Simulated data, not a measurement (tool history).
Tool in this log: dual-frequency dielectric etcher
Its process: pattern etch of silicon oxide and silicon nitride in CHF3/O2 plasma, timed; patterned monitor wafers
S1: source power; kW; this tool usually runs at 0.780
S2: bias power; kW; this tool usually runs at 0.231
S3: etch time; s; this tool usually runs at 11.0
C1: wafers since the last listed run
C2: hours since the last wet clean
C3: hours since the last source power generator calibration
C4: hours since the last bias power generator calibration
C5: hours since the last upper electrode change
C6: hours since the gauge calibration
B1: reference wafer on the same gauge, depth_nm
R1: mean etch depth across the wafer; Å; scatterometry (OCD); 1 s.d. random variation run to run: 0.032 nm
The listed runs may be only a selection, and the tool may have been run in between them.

run,hour,S1,S2,S3,C1,C2,C3,C4,C5,C6,B1,R1
1,0.0,0.780,0.231,11.0,0,304.6,1374.3,3462.5,3833.5,106.7,21.59,207.3
2,16.8,0.780,0.231,11.0,297,321.4,1391.1,3479.3,3850.3,123.5,21.59,207.6
3,32.4,0.780,0.231,11.0,276,337.0,1406.7,3494.9,3865.9,139.1,21.60,207.6
4,41.2,0.850,0.231,11.0,156,345.8,1415.5,3503.7,3874.7,147.9,21.59,217.1
5,56.3,0.850,0.231,11.0,267,360.9,1430.6,3518.8,3889.8,163.0,21.60,217.1
6,68.3,0.780,0.267,11.0,212,372.9,1442.6,3530.8,3901.8,175.0,21.59,221.9
7,83.0,0.780,0.267,11.0,260,387.6,1457.3,3545.5,3916.5,189.7,21.59,221.4
8,92.3,0.780,0.267,11.0,164,396.9,1466.6,3554.8,3925.8,199.0,21.60,221.4
9,115.4,0.780,0.231,11.0,409,420.0,1489.7,3577.9,3948.9,222.1,21.61,208.2
10,131.7,0.780,0.231,11.0,289,436.3,1506.0,3594.2,3965.2,238.4,21.60,207.9
11,141.3,0.780,0.231,11.0,170,445.9,1515.6,3603.8,3974.8,248.0,21.60,208.2
12,148.6,0.780,0.231,11.0,129,453.2,1522.9,3611.1,3982.1,255.3,21.59,207.8
13,165.8,0.780,0.231,11.0,304,470.4,1540.1,3628.3,3999.3,272.5,21.59,208.3
14,180.3,0.780,0.231,11.0,257,484.9,1554.6,3642.8,4013.8,287.0,21.60,208.6
# hour 190.5: gauge calibrated
# hour 206.1: wet clean of the chamber
15,206.6,0.780,0.231,11.0,40,0.5,1580.9,3669.1,4040.1,16.1,21.60,205.8
16,207.0,0.780,0.215,12.0,7,0.9,1581.3,3669.5,4040.5,16.5,21.61,217.4
# hour 254.7: source power generator calibrated
17,255.2,0.680,0.286,12.0,783,49.1,0.5,3717.7,4088.7,64.7,21.60,234.4
18,261.9,0.610,0.231,8.5,118,55.8,7.2,3724.4,4095.4,71.4,21.59,142.4
19,269.3,0.780,0.231,11.0,131,63.2,14.6,3731.8,4102.8,78.8,21.60,210.4
# hour 278.1: bias power generator calibrated
20,278.9,0.780,0.231,7.5,99,72.8,24.2,0.8,4112.4,88.4,21.60,143.5
21,287.1,0.780,0.231,11.0,145,81.0,32.4,9.0,4120.6,96.6,21.61,210.6
# hour 316.0: upper electrode replaced
22,316.5,0.900,0.231,11.0,95,110.4,61.8,38.4,0.5,126.0,21.60,225.8
23,316.8,0.870,0.271,9.0,5,110.7,62.1,38.7,0.8,126.3,21.61,194.2
24,357.4,0.850,0.210,12.0,719,151.3,102.7,79.3,41.4,166.9,21.61,229.6
25,365.7,0.650,0.259,12.0,147,159.6,111.0,87.6,49.7,175.2,21.60,218.4
26,378.9,0.780,0.231,11.0,234,172.8,124.2,100.8,62.9,188.4,21.59,210.3
27,387.7,0.780,0.231,11.0,156,181.6,133.0,109.6,71.7,197.2,21.61,210.1
28,401.7,0.650,0.187,14.0,248,195.6,147.0,123.6,85.7,211.2,21.59,221.6
29,411.5,0.780,0.249,11.0,173,205.4,156.8,133.4,95.5,221.0,21.59,216.9

What was the tool's hidden state at every run in the log?
bias power that arrives over what is set, %: 0, the same for each run
gauge reads high (%): 0, the same for each run
H1: etch rate over this chamber's usual, %
H2: source power that arrives over what is set, %
run,H1,H2
1,0.84,-4.31
2,0.884,-4.33
3,0.926,-4.34
4,0.95,-4.35
5,0.99,-4.36
6,1.02,-4.37
7,1.06,-4.39
8,1.09,-4.39
9,1.15,-4.41
10,1.19,-4.43
11,1.22,-4.43
12,1.24,-4.44
13,1.28,-4.45
14,1.32,-4.46
15,0.089,-4.48
16,0.09,-4.48
17,0.219,-0.513
18,0.237,-0.568
19,0.256,-0.628
20,0.282,-0.705
21,0.304,-0.771
22,0.382,-0.997
23,0.383,-0.999
24,0.491,-1.29
25,0.514,-1.35
26,0.549,-1.44
27,0.572,-1.5
28,0.61,-1.6
29,0.636,-1.66
